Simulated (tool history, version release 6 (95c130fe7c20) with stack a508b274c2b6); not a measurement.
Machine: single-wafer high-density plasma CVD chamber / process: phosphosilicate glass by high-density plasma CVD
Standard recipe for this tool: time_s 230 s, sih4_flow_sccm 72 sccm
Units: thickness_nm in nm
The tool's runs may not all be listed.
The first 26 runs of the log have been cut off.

| run | day | time_s | sih4_flow_sccm | wafers since the last listed run | hours since the silane flow controller was replaced | hours since the gauge calibration | read-back reference wafer on the same gauge, thickness_nm | thickness_nm |
|---|---|---|---|---|---|---|---|---|
| 27 | 57.475 | 230 | 78 | 136 | 1633.6 | 260.1 | 1320.100 | 1663.183 |
| 28 | 59.000 | 188 | 65 | 178 | 1670.2 | 296.7 | 1319.905 | 1131.237 |
| 29 | 60.854 | 230 | 72 | 217 | 1714.7 | 341.2 | 1319.815 | 1544.367 |
| 30 | 61.883 | 208 | 59 | 120 | 1739.4 | 365.9 | 1320.414 | 1142.458 |
|  | 62.275 | silane flow controller replaced |
| 31 | 64.604 | 230 | 72 | 279 | 55.9 | 431.2 | 1319.793 | 1557.746 |
| 32 | 66.621 | 191 | 83 | 236 | 104.3 | 479.6 | 1320.102 | 1500.137 |
| 33 | 70.954 | 230 | 72 | 507 | 208.3 | 583.6 | 1320.033 | 1557.786 |
| 34 | 73.417 | 215 | 85 | 288 | 267.4 | 642.7 | 1320.435 | 1716.436 |
| 35 | 76.079 | 276 | 68 | 311 | 331.3 | 706.6 | 1320.180 | 1768.419 |
| 36 | 78.279 | 230 | 72 | 257 | 384.1 | 759.4 | 1319.128 | 1555.018 |
| 37 | 82.488 | 230 | 84 | 492 | 485.1 | 860.4 | 1320.125 | 1810.838 |
| 38 | 85.425 | 202 | 67 | 344 | 555.6 | 930.9 | 1319.958 | 1269.040 |
| 39 | 87.996 | 230 | 72 | 301 | 617.3 | 992.6 | 1320.031 | 1545.953 |
| 40 | 90.575 | 210 | 72 | 302 | 679.2 | 1054.5 | 1321.296 | 1411.291 |
| 41 | 93.433 | 196 | 61 | 334 | 747.8 | 1123.1 | 1319.338 | 1116.995 |
| 42 | 94.438 | 230 | 72 | 117 | 771.9 | 1147.2 | 1320.541 | 1543.762 |
| 43 | 97.333 | 211 | 83 | 339 | 841.4 | 1216.7 | 1320.293 | 1628.099 |
| 44 | 99.983 | 230 | 72 | 310 | 905.0 | 1280.3 | 1319.218 | 1542.600 |

Below are 5 alternative next runs, each starting from the tool's condition after run 44. Predict each:
| A | 100.004 | 230 | 72 | 2 | 905.5 | 1280.8 | ? | ? |
| B | 100.004 | 230 | 68 | 2 | 905.5 | 1280.8 | ? | ? |
| C | 100.004 | 189 | 72 | 2 | 905.5 | 1280.8 | ? | ? |
| D | 100.004 | 267 | 81 | 2 | 905.5 | 1280.8 | ? | ? |
| E | 100.004 | 203 | 60 | 2 | 905.5 | 1280.8 | ? | ? |

| run | read-back reference wafer on the same gauge, thickness_nm | thickness_nm |
|---|---|---|
| A | 1318.940 | 1555.541 |
| B | 1318.940 | 1469.122 |
| C | 1318.940 | 1278.249 |
| D | 1318.940 | 2031.502 |
| E | 1318.940 | 1144.111 |
Take away the tool's hidden state, keep each run's random variation, and the runs would have read:
| run | thickness_nm |
|---|---|
| A | 1570.804 |
| B | 1483.537 |
| C | 1290.791 |
| D | 2051.436 |
| E | 1155.338 |
